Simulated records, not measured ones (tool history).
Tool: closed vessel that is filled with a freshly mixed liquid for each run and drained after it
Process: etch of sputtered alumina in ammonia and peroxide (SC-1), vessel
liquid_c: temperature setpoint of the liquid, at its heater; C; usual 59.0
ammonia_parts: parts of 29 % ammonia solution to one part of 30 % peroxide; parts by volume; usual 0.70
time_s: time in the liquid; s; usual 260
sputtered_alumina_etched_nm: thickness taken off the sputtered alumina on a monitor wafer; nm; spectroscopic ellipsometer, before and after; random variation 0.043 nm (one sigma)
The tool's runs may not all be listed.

run    hour  liquid_c  ammonia_parts  time_s  wafers since the last listed run  hours since the thermometer was replaced  hours since the ammonia flow meter was replaced  hours since the drum of ammonia solution was connected  hours since the gauge calibration  read-back film thickness of the sputtered alumina reference wafer, read on the same gauge (nm)  sputtered_alumina_etched_nm
  1     0.0      59.0           0.70     260                                 0                                    1297.0                                           1061.6                                                   601.7                             2597.0                                                                                           89.96                        17.62
  2    71.7      59.0           0.70     260                              8498                                    1368.7                                           1133.3                                                   673.4                             2668.7                                                                                           89.98                        17.55
  3   123.0      59.0           0.70     260                              6080                                    1420.0                                           1184.6                                                   724.7                             2720.0                                                                                           89.98                        17.46
      151.8  -- new drum of ammonia solution connected
  4   176.4      59.0           0.70     260                              6211                                    1473.4                                           1238.0                                                    24.6                             2773.4                                                                                           90.01                        17.81
      226.7  -- ammonia flow meter replaced
  5   457.4      59.0           0.70     380                             33188                                    1754.4                                            230.7                                                   305.6                             3054.4                                                                                           89.97                        25.71
  6   495.8      59.0           0.70     260                              4551                                    1792.8                                            269.1                                                   344.0                             3092.8                                                                                           90.04                        17.47
  7   575.4      59.0           0.70     260                              9435                                    1872.4                                            348.7                                                   423.6                             3172.4                                                                                           90.03                        17.55
  8   647.3      64.5           0.40     335                              8522                                    1944.3                                            420.6                                                   495.5                             3244.3                                                                                           89.98                        28.31
  9   686.9      59.0           0.70     260                              4693                                    1983.9                                            460.2                                                   535.1                             3283.9                                                                                           90.00                        17.58
      734.4  -- thermometer replaced
 10   781.0      59.0           0.70     260                             11035                                      46.6                                            554.3                                                   629.2                             3378.0                                                                                           90.02                        17.47
      817.3  -- new drum of ammonia solution connected
 11   858.5      59.0           1.00     260                              9067                                     124.1                                            631.8                                                    41.2                             3455.5                                                                                           90.03                        18.34
 12   939.4      59.0           0.70     260                              9589                                     205.0                                            712.7                                                   122.1                             3536.4                                                                                           90.03                        17.70
 13  1002.1      59.0           0.80     315                              7431                                     267.7                                            775.4                                                   184.8                             3599.1                                                                                           89.95                        21.71
 14  1062.7      50.5           0.45     260                              7182                                     328.3                                            836.0                                                   245.4                             3659.7                                                                                           89.99                        10.74
 15  1106.5      59.0           0.70     140                              5191                                     372.1                                            879.8                                                   289.2                             3703.5                                                                                           89.97                         9.54
     1145.4  -- gauge calibrated
 16  1207.3      51.5           0.70     375                             11947                                     472.9                                            980.6                                                   390.0                               61.9                                                                                           90.02                        17.11
 17  1268.4      53.5           0.70     260                              7242                                     534.0                                           1041.7                                                   451.1                              123.0                                                                                           89.99                        13.26
 18  1375.7      59.0           0.70     260                             12718                                     641.3                                           1149.0                                                   558.4                              230.3                                                                                           89.98                        17.58
 19  1456.5      65.5           0.55     115                              9577                                     722.1                                           1229.8                                                   639.2                              311.1                                                                                           89.98                        10.61
     1482.7  -- new drum of ammonia solution connected
 20  1529.6      53.0           0.70     260                              8546                                     795.2                                           1302.9                                                    46.9                              384.2                                                                                           90.01                        12.93
     1566.9  -- ammonia flow meter replaced
 21  1589.3      59.0           0.70     260                              6957                                     854.9                                             22.4                                                   106.6                              443.9                                                                                           89.96                        17.49
 22  1683.6      54.5           0.85     335                             11177                                     949.2                                            116.7                                                   200.9                              538.2                                                                                           90.04                        18.24
 23  1777.3      49.0           1.00     260                             11106                                    1042.9                                            210.4                                                   294.6                              631.9                                                                                           89.95                        10.61
 24  1836.8      62.5           0.80     115                              7052                                    1102.4                                            269.9                                                   354.1                              691.4                                                                                           89.96                         9.41
 25  1891.4      49.5           0.95     200                              6471                                    1157.0                                            324.5                                                   408.7                              746.0                                                                                           89.94                         8.37
 26  1938.1      64.0           0.60     115                              5535                                    1203.7                                            371.2                                                   455.4                              792.7                                                                                           90.04                         9.86
 27  2017.1      54.0           0.70     405                              9363                                    1282.7                                            450.2                                                   534.4                              871.7                                                                                           90.02                        21.02

The same runs without the tool's hidden state, with the same run-to-run variation:
The hidden state here: liquid hotter than its thermometer reads (K); ammonia flow above the setpoint (%); ammonia solution weaker than its label (%); gauge reads high (%).
run  sputtered_alumina_etched_nm
  1                        17.68
  2                        17.62
  3                        17.55
  4                        17.63
  5                        25.79
  6                        17.53
  7                        17.63
  8                        28.44
  9                        17.67
 10                        17.58
 11                        18.25
 12                        17.62
 13                        21.62
 14                        10.71
 15                         9.51
 16                        17.08
 17                        13.24
 18                        17.58
 19                        10.62
 20                        12.80
 21                        17.52
 22                        18.29
 23                        10.64
 24                         9.45
 25                         8.41
 26                         9.91
 27                        21.14
